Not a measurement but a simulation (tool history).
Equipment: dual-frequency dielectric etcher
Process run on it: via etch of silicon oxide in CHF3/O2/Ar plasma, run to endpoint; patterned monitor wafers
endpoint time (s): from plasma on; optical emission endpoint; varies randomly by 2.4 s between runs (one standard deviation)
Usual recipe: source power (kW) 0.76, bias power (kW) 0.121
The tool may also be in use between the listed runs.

run,hour,source power (kW),bias power (kW),wafers since the last listed run,hours since the last wet clean,hours since the last source power generator calibration,hours since the last bias power generator calibration,hours since the last upper electrode change,"incoming incoming film thickness, nm",endpoint time (s)
1,0,0.76,0.121,0,472.1,2076.3,845.9,3705.5,535.9,274.7
2,51.5,0.76,0.121,152,523.6,2127.8,897.4,3757,537.1,272
# hour 89.9: wet clean of the chamber
3,108,0.76,0.121,96,18.1,2184.3,953.9,3813.5,535.4,280.7
4,145.1,0.76,0.133,109,55.2,2221.4,991,3850.6,544.1,270.3
5,215,0.76,0.121,206,125.1,2291.3,1060.9,3920.5,531.2,271.1
6,246.2,0.76,0.121,92,156.3,2322.5,1092.1,3951.7,540.2,277.4
7,287.2,0.76,0.121,121,197.3,2363.5,1133.1,3992.7,537.9,276.2
8,345.3,0.76,0.121,171,255.4,2421.6,1191.2,4050.8,537.6,270.2
9,426.1,0.76,0.131,238,336.2,2502.4,1272,4131.6,539.6,260
10,461.8,0.76,0.121,105,371.9,2538.1,1307.7,4167.3,537.9,269.2
11,493,0.76,0.121,92,403.1,2569.3,1338.9,4198.5,536.7,267.1
12,563.4,0.76,0.121,208,473.5,2639.7,1409.3,4268.9,541.8,269.2
# hour 609.9: wet clean of the chamber
# hour 613.9: upper electrode replaced, of another model than before
13,632.2,0.76,0.108,120,22.3,2708.5,1478.1,18.3,541.2,285.4
14,663,0.76,0.108,91,53.1,2739.3,1508.9,49.1,540.6,284.7
# hour 727.8: bias power generator calibrated
15,728.3,0.76,0.108,181,118.4,2804.6,0.5,114.4,537.1,280.3
16,795.8,0.76,0.121,199,185.9,2872.1,68,181.9,538.3,273.5
17,834.4,0.57,0.121,114,224.5,2910.7,106.6,220.5,539.1,326.3
18,891.9,0.93,0.143,170,282,2968.2,164.1,278,539.2,233.2
19,937.4,0.63,0.112,134,327.5,3013.7,209.6,323.5,536.8,307.4
20,970.7,0.62,0.106,98,360.8,3047,242.9,356.8,545.8,317.8
21,1027.2,0.76,0.102,167,417.3,3103.5,299.4,413.3,538.1,281.2
# hour 1032.7: source power generator calibrated
# hour 1137.2: wet clean of the chamber
22,1137.7,0.76,0.136,243,0.5,105,409.9,523.8,535.5,270
23,1161.3,0.76,0.121,69,24.1,128.6,433.5,547.4,535.5,277.4
24,1186.2,0.71,0.133,73,49,153.5,458.4,572.3,532.2,274.3
25,1244.2,0.9,0.105,171,107,211.5,516.4,630.3,539,263.2
26,1286.6,0.83,0.095,125,149.4,253.9,558.8,672.7,535.9,278.7
27,1344.5,0.76,0.121,171,207.3,311.8,616.7,730.6,540.5,275.3
28,1388.4,0.76,0.121,129,251.2,355.7,660.6,774.5,533.4,267.6
29,1439.5,0.76,0.121,151,302.3,406.8,711.7,825.6,536.8,270.4
30,1479.6,0.76,0.121,118,342.4,446.9,751.8,865.7,537.9,273.6
31,1531.3,0.71,0.121,152,394.1,498.6,803.5,917.4,538.9,282.5
32,1578.2,0.65,0.097,138,441,545.5,850.4,964.3,541.3,318

5 options for the next run, each taken on its own from the tool as it stands now. Forecast them:
A,1578.7,0.76,0.121,1,441.5,546,850.9,964.8,536.6,?
B,1578.7,0.91,0.144,1,441.5,546,850.9,964.8,536.6,?
C,1578.7,0.76,0.15,1,441.5,546,850.9,964.8,536.6,?
D,1578.7,0.65,0.121,1,441.5,546,850.9,964.8,536.6,?
E,1578.7,0.81,0.143,1,441.5,546,850.9,964.8,536.6,?

run,endpoint time (s)
A,269.9
B,234.9
C,254.9
D,294.2
E,249.8
With the hidden condition removed and each run's random variation left untouched, the same runs would have given:
run,endpoint time (s)
A,281.3
B,244.8
C,265.7
D,306.6
E,260.4

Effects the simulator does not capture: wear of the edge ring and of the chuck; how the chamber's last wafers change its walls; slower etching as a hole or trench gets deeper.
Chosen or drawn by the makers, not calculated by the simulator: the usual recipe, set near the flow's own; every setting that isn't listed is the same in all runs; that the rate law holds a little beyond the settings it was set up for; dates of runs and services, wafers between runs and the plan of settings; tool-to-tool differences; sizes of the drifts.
